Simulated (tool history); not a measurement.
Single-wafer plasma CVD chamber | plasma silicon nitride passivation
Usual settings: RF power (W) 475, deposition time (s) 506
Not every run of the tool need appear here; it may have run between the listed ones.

run,day,RF power (W),deposition time (s),"read-back reference wafer on the same gauge, thickness_nm",mean film thickness on the monitor wafer (angstrom)
1,0,455,459,631.257,6336.39
2,1.292,455,459,630.878,6337.77
3,2.321,535,506,631.135,7327.44
4,3.029,535,506,630.286,7326.17
5,3.979,475,506,630.822,7066.04
6,5.2,475,506,631.384,7019.38
7,6.796,475,506,631.658,7079.58
8,8.2,475,506,630.755,7044.84
9,9.538,475,506,630.785,7045.56
10,10.438,475,506,630.69,7037.09
11,11.646,475,506,630.947,7039.7
12,12.188,475,506,631.068,7041.55
13,12.908,475,506,631.336,6994.22
14,14.267,450,506,630.928,6932.05
15,15.358,475,506,630.823,7016.12
16,16.008,475,506,631.03,7009.43
17,16.592,475,455,630.767,6304.34
18,17.233,475,506,631.093,6977.36
# day 17.775: showerhead replaced
19,17.879,475,506,630.728,6988.93
20,18.533,475,506,630.718,7015.69
21,20.012,450,506,631.51,6887.67
22,20.917,475,506,631.974,7002.48
# day 21.675: RF generator calibrated
23,21.696,445,418,630.145,5771.62
24,22.817,550,478,631.132,7028.39
# day 23.821: gauge calibrated
25,23.962,520,430,630.915,6223.17
26,24.717,570,464,631.017,6906.58
27,25.858,410,537,630.786,7235.84
28,27.021,420,593,631.335,8059.28
29,28.412,545,556,630.898,8166.65
30,29.779,475,545,630.856,7660.4
31,30.454,475,506,630.951,7108.57
32,31.029,475,470,631.38,6597.18
33,32.096,475,506,630.989,7112.82
34,32.629,505,597,630.636,8537.46
35,33.638,510,598,631.106,8592.45
36,34.512,515,407,631.444,5840.77
37,35.283,500,456,630.677,6519.94
38,36,475,506,631.206,7136.63

Alternative continuations, all from the tool just after run 38; predict every row:
A,36.021,475,506,?,?
B,36.021,475,537,?,?
C,36.021,385,584,?,?

run,"read-back reference wafer on the same gauge, thickness_nm",mean film thickness on the monitor wafer (angstrom)
A,631.404,7121.05
B,631.404,7557.32
C,631.404,7722.9
Stripped of hidden state, with their random variation kept, the same runs would have yielded:
run,mean film thickness on the monitor wafer (angstrom)
A,7142.37
B,7579.95
C,7746.03
